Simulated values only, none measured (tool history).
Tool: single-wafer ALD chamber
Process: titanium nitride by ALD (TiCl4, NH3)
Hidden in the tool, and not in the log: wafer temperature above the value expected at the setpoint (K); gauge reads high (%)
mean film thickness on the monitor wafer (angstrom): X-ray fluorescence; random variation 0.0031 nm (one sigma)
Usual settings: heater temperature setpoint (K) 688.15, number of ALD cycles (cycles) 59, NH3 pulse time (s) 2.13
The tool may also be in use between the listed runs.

run,hour,heater temperature setpoint (K),number of ALD cycles (cycles),NH3 pulse time (s),wafers since the last listed run,hours since the last thermocouple change,hours since the showerhead was replaced,hours since the gauge calibration,"read-back reference wafer on the same gauge, thickness_nm",mean film thickness on the monitor wafer (angstrom)
1,0,688.15,59,2.13,0,1826.6,1885.7,2095.6,1.07,12.3
2,232.6,688.15,59,2.13,568,2059.2,2118.3,2328.2,1.07,12.24
3,320.9,688.15,59,2.13,215,2147.5,2206.6,2416.5,1.071,12.29
4,396,688.15,59,2.13,183,2222.6,2281.7,2491.6,1.07,12.26
5,467.3,688.15,59,1.62,174,2293.9,2353,2562.9,1.071,12.12
6,536.3,688.15,59,1.62,168,2362.9,2422,2631.9,1.07,12.21
7,604.3,688.15,59,2.13,166,2430.9,2490,2699.9,1.071,12.25
8,692.5,688.15,59,2.13,215,2519.1,2578.2,2788.1,1.07,12.29
9,781.6,688.15,59,2.13,217,2608.2,2667.3,2877.2,1.07,12.29
# hour 848.9: thermocouple changed; heater temperature recalibrated
10,850.1,684.15,59,2.13,147,1.2,2735.8,2945.7,1.07,12.24
11,945.1,684.15,59,2.13,232,96.2,2830.8,3040.7,1.069,12.24
12,1034.1,688.15,59,2.13,217,185.2,2919.8,3129.7,1.07,12.29
13,1088.7,688.15,59,2.13,133,239.8,2974.4,3184.3,1.07,12.3
# hour 1107.9: gauge calibrated
14,1158.4,688.15,59,2.13,170,309.5,3044.1,50.5,1.069,12.32
15,1260.1,688.15,59,2.13,248,411.2,3145.8,152.2,1.069,12.27
16,1313.8,688.15,59,2.13,131,464.9,3199.5,205.9,1.07,12.24
17,1414.2,688.15,59,2.13,245,565.3,3299.9,306.3,1.07,12.3
18,1521.1,688.15,59,2.13,261,672.2,3406.8,413.2,1.069,12.22
19,1607.3,694.15,71,1.34,210,758.4,3493,499.4,1.07,14.51
20,1807,684.15,65,2.36,488,958.1,3692.7,699.1,1.07,13.59
21,1887.1,688.15,54,2.13,195,1038.2,3772.8,779.2,1.07,11.2
22,1966.3,674.15,59,2.13,193,1117.4,3852,858.4,1.069,12.25
23,2028.9,688.15,59,2.13,152,1180,3914.6,921,1.069,12.27
# hour 2078.1: showerhead replaced
24,2078.6,676.15,64,2.13,101,1229.7,0.5,970.7,1.07,13.2
25,2177.4,676.15,64,2.13,241,1328.5,99.3,1069.5,1.07,13.33
26,2270.5,680.15,50,2.88,227,1421.6,192.4,1162.6,1.07,10.48
27,2363.1,688.15,59,2.13,226,1514.2,285,1255.2,1.07,12.26
28,2464.2,700.15,50,1.37,247,1615.3,386.1,1356.3,1.071,10.31
29,2520.1,688.15,59,2.13,136,1671.2,442,1412.2,1.07,12.34
30,2558.8,694.15,51,1.82,94,1709.9,480.7,1450.9,1.07,10.61
31,2642.8,688.15,59,2.13,205,1793.9,564.7,1534.9,1.071,12.27
32,2710.8,688.15,59,2.13,166,1861.9,632.7,1602.9,1.07,12.27
33,2754.3,688.15,68,2.13,106,1905.4,676.2,1646.4,1.07,14.16
34,2846.8,676.15,47,2.13,226,1997.9,768.7,1738.9,1.071,9.73
35,2891.3,688.15,59,2.13,108,2042.4,813.2,1783.4,1.07,12.29
# hour 2902.8: thermocouple changed; heater temperature recalibrated
36,2932.9,688.15,59,2.13,82,30.1,854.8,1825,1.07,12.31
37,2976.3,703.15,59,2.13,106,73.5,898.2,1868.4,1.07,12.32
38,3072.7,688.15,59,2.13,235,169.9,994.6,1964.8,1.071,12.23
39,3176.5,688.15,55,2.42,253,273.7,1098.4,2068.6,1.071,11.51

Forecast each of these 5 alternatives for the next run:
A,3177,688.15,55,2.13,1,274.2,1098.9,2069.1,?,?
B,3177,688.15,68,2.74,1,274.2,1098.9,2069.1,?,?
C,3177,693.15,59,2.36,1,274.2,1098.9,2069.1,?,?
D,3177,696.15,63,1.49,1,274.2,1098.9,2069.1,?,?
E,3177,674.15,66,2.37,1,274.2,1098.9,2069.1,?,?

run,"read-back reference wafer on the same gauge, thickness_nm",mean film thickness on the monitor wafer (angstrom)
A,1.069,11.48
B,1.069,14.3
C,1.069,12.37
D,1.069,13.01
E,1.069,13.77
Without the tool's hidden state the same runs would have given:
run,mean film thickness on the monitor wafer (angstrom)
A,11.48
B,14.3
C,12.37
D,13.01
E,13.77
